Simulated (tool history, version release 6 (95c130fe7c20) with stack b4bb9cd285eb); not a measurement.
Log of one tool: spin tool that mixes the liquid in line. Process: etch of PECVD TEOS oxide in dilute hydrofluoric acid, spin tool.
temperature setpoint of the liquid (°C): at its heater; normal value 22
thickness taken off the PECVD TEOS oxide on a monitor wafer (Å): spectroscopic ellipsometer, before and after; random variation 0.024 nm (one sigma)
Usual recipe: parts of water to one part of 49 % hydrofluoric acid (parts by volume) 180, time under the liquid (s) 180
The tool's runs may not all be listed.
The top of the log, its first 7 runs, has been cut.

run,hour,temperature setpoint of the liquid (°C),parts of water to one part of 49 % hydrofluoric acid (parts by volume),time under the liquid (s),wafers since the last listed run,hours since the thermometer was replaced,hours since the hydrofluoric acid flow meter was replaced,hours since the gauge calibration,"read-back film thickness of the PECVD TEOS oxide reference wafer, read on the same gauge (nm)",thickness taken off the PECVD TEOS oxide on a monitor wafer (Å)
# hour 577: thermometer replaced
8,648.2,22,160,180,436,71.2,221.9,2513.1,139.98,83.1
9,736.8,22,160,180,410,159.8,310.5,2601.7,140.02,82.9
10,839.1,21,180,180,473,262.1,412.8,2704,140.06,69.7
# hour 904.4: thermometer replaced, repeated, since the last time left the tool worse
11,942,21,180,180,471,37.6,515.7,2806.9,140.03,71.7
12,985.1,18.5,180,180,199,80.7,558.8,2850,140.01,65.1
# hour 1019.6: gauge calibrated
13,1034,23.5,180,180,226,129.6,607.7,14.4,139.99,78.8
14,1096.3,23.5,180,180,288,191.9,670,76.7,139.98,78.9
15,1190.3,23.5,180,180,435,285.9,764,170.7,140.01,78.7
16,1292.1,22,180,180,471,387.7,865.8,272.5,140.01,74.2
17,1354,23.5,180,100,286,449.6,927.7,334.4,140.01,43.7
18,1429.3,25.5,180,125,348,524.9,1003,409.7,139.99,58.6
19,1481.1,20,180,180,239,576.7,1054.8,461.5,140.01,68.8

Run 20 has not been measured yet. What should we expect?
20,1537.8,22,180,180,262,633.4,1111.5,518.2,?,?

read-back film thickness of the PECVD TEOS oxide reference wafer, read on the same gauge (nm): 140
thickness taken off the PECVD TEOS oxide on a monitor wafer (Å): 74.5
Were there no unlogged condition in the tool, this run, its random variation unchanged, would have produced thickness taken off the PECVD TEOS oxide on a monitor wafer (Å) 74.9.

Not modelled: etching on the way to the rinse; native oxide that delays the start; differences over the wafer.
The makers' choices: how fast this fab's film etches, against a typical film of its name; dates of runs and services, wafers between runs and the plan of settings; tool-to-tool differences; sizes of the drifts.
